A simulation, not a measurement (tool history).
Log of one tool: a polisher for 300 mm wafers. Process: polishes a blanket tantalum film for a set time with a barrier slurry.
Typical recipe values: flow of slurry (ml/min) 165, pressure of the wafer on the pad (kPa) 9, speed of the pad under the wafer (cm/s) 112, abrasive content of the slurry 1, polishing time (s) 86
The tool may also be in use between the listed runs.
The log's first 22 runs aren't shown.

run,hour,flow of slurry (ml/min),pressure of the wafer on the pad (kPa),speed of the pad under the wafer (cm/s),abrasive content of the slurry,polishing time (s),"incoming thickness of the incoming film, nm",film removed (Å)
23,1817.5,215,9,112,1,86,471.7,1222
24,1913.3,165,9,138,0.75,114,470.2,1680
25,2010.8,115,5.5,80,1.25,86,475,523
26,2114.9,130,9,112,1.25,86,465.6,1163
# hour 2122.2: slurry nozzle cleaned
# hour 2171.5: slurry blender recalibrated
# hour 2178.5: worn pad replaced by a new one
27,2204.2,190,9,112,0.9,86,469.7,1201
28,2261.8,165,10.3,112,0.9,63,471.2,983
29,2346.9,225,7.6,130,1,114,473.1,1548
30,2388.5,165,5.5,146,1,86,473.8,894

4 options for the next run, each taken on its own from the tool as it stands now. Forecast them:
A,2388.9,165,9,112,1,86,470.5,?
B,2388.9,210,9,112,1.3,86,470.5,?
C,2388.9,165,6.9,112,1.1,96,470.5,?
D,2388.9,165,9,92,1,86,470.5,?

run,film removed (Å)
A,1164
B,1271
C,1020
D,988
Had the tool no hidden state, the same runs would have come out as:
run,film removed (Å)
A,1229
B,1334
C,1075
D,1044
